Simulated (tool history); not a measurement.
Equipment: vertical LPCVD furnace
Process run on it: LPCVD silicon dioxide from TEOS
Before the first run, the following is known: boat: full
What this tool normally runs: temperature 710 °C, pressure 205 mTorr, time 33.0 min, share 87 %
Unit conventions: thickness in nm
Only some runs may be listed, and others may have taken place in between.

run	hour	temperature	pressure	time	share	read-back reference wafer on the same gauge, thickness	thickness
1	0.0	710	205	33.0	87	245.45	265.15
2	38.3	710	205	33.0	87	244.67	267.55
3	160.5	710	205	33.0	87	244.14	264.87
4	252.9	705	205	33.0	87	243.20	235.75
5	326.1	710	205	39.0	87	242.52	313.19
6	386.5	710	205	33.0	87	242.43	263.10
7	434.8	710	230	33.0	91	241.64	284.65
# hour 698.9: gauge calibrated
# hour 731.8: TEOS flow controller replaced
# hour 739.1: pressure gauge zeroed
# hour 748.3: thermocouples replaced and temperature profile calibrated
8	748.8	710	230	33.0	91	246.99	290.32
9	810.0	710	205	28.5	87	246.49	231.57
10	897.3	710	205	28.5	87	246.11	231.94
11	979.4	710	205	33.0	87	245.65	263.92
12	1028.7	710	205	33.0	87	245.05	266.50
13	1107.6	710	205	33.0	87	244.23	264.41
14	1182.8	710	205	33.0	87	243.93	263.96
15	1220.0	698	165	33.0	79	243.60	172.01
16	1288.0	703	205	33.0	71	243.00	202.98
17	1344.5	720	205	41.5	87	242.52	418.12
18	1428.0	710	170	33.0	97	242.00	252.99
19	1534.7	703	205	33.0	71	240.97	201.12
20	1572.2	710	255	33.0	80	240.61	279.50
# hour 1602.4: gauge calibrated
21	1637.2	715	205	42.0	87	246.90	382.74
22	1685.9	707	205	33.0	87	246.64	250.01
23	1741.2	721	205	20.0	87	246.28	207.61

Here are 4 independent what-if runs from the current tool condition. What would each one return?
A	1745.5	710	205	33.0	87	?	?
B	1745.5	710	205	21.5	87	?	?
C	1745.5	710	235	33.0	87	?	?
D	1745.5	710	205	33.0	73	?	?

run	read-back reference wafer on the same gauge, thickness	thickness
A	246.25	266.08
B	246.25	173.35
C	246.25	284.88
D	246.25	243.73
Without the tool's unlogged condition, the same runs would have read:
run	thickness
A	266.93
B	173.91
C	285.79
D	244.51
